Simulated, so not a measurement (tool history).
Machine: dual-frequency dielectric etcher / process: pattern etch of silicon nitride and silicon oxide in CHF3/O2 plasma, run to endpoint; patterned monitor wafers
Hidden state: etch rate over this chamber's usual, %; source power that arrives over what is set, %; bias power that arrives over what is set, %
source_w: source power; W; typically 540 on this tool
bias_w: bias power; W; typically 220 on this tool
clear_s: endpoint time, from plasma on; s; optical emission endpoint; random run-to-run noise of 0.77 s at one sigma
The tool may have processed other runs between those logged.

run,day,source_w,bias_w,wafers since the last listed run,hours since the last wet clean,hours since the last source power generator calibration,hours since the last bias power generator calibration,hours since the last upper electrode change,"incoming incoming film thickness, nm",clear_s
1,0.000,540,220,0,294.3,2429.5,1780.5,3506.7,187.5,122.8
2,1.767,540,220,418,336.7,2471.9,1822.9,3549.1,187.3,120.2
3,3.983,540,220,524,389.9,2525.1,1876.1,3602.3,187.1,121.3
# day 8.462: bias power generator calibrated
4,12.958,540,220,2084,605.3,2740.5,107.9,3817.7,187.7,120.5
# day 15.142: wet clean of the chamber
5,15.162,540,220,284,0.5,2793.4,160.8,3870.6,189.7,123.6
6,19.121,540,220,936,95.5,2888.4,255.8,3965.6,188.4,123.3
7,20.638,540,220,358,131.9,2924.8,292.2,4002.0,188.1,121.3
8,23.229,540,248,613,194.1,2987.0,354.4,4064.2,187.4,114.7
9,26.508,540,248,775,272.8,3065.7,433.1,4142.9,189.8,117.0
10,30.262,600,220,888,362.9,3155.8,523.2,4233.0,187.8,116.9
# day 30.783: source power generator calibrated
11,33.800,600,220,797,447.8,72.4,608.1,4317.9,187.8,117.3
12,35.446,540,220,389,487.3,111.9,647.6,4357.4,188.4,120.2
13,37.288,540,220,435,531.5,156.1,691.8,4401.6,187.9,121.2
14,41.054,540,190,891,621.9,246.5,782.2,4492.0,186.2,127.9
# day 44.550: wet clean of the chamber
15,44.675,540,220,620,3.0,333.4,869.1,4578.9,188.3,122.3
16,46.567,630,220,447,48.4,378.8,914.5,4624.3,188.6,117.1
17,50.500,540,220,930,142.8,473.2,1008.9,4718.7,187.8,120.6
18,52.904,600,195,568,200.5,530.9,1066.6,4776.4,187.5,123.0
# day 54.767: upper electrode replaced
19,56.142,410,253,529,278.2,608.6,1144.3,33.0,185.0,122.5
20,59.454,680,220,783,357.7,688.1,1223.8,112.5,186.7,111.4
21,62.996,620,168,838,442.7,773.1,1308.8,197.5,186.3,130.6
22,67.000,450,199,947,538.8,869.2,1404.9,293.6,186.8,133.3
23,68.688,640,177,399,579.3,909.7,1445.4,334.1,186.5,124.8
24,72.675,540,220,943,675.0,1005.4,1541.1,429.8,189.7,124.0
# day 75.400: wet clean of the chamber
25,76.175,630,220,591,18.6,1089.4,1625.1,513.8,186.1,115.3
# day 77.500: bias power generator calibrated
26,79.383,400,171,719,95.6,1166.4,45.2,590.8,188.4,146.8
27,90.917,540,191,2729,372.4,1443.2,322.0,867.6,187.2,127.9
28,92.700,630,190,422,415.2,1486.0,364.8,910.4,189.2,123.4
29,95.446,540,265,649,481.1,1551.9,430.7,976.3,187.4,112.5
30,99.388,540,168,932,575.7,1646.5,525.3,1070.9,188.4,137.0
# day 103.054: wet clean of the chamber
31,103.075,410,173,635,0.5,1735.0,613.8,1159.4,187.8,145.0
32,105.983,540,220,688,70.3,1804.8,683.6,1229.2,189.6,122.6
33,107.650,540,271,394,110.3,1844.8,723.6,1269.2,188.2,111.0
34,110.138,580,268,588,170.0,1904.5,783.3,1328.9,187.7,109.2
35,112.008,660,220,442,214.9,1949.4,828.2,1373.8,187.1,114.0
36,114.921,610,186,689,284.8,2019.3,898.1,1443.7,185.5,125.1

Here are 3 independent what-if runs from the current tool condition. What would each one return?
A,114.942,650,220,4,285.3,2019.8,898.6,1444.2,186.8,?
B,114.942,410,177,4,285.3,2019.8,898.6,1444.2,186.8,?
C,114.942,670,191,4,285.3,2019.8,898.6,1444.2,186.8,?

run,clear_s
A,114.6
B,143.2
C,120.2
Had the tool no hidden state, the same runs would have come out as:
run,clear_s
A,114.6
B,143.2
C,120.2
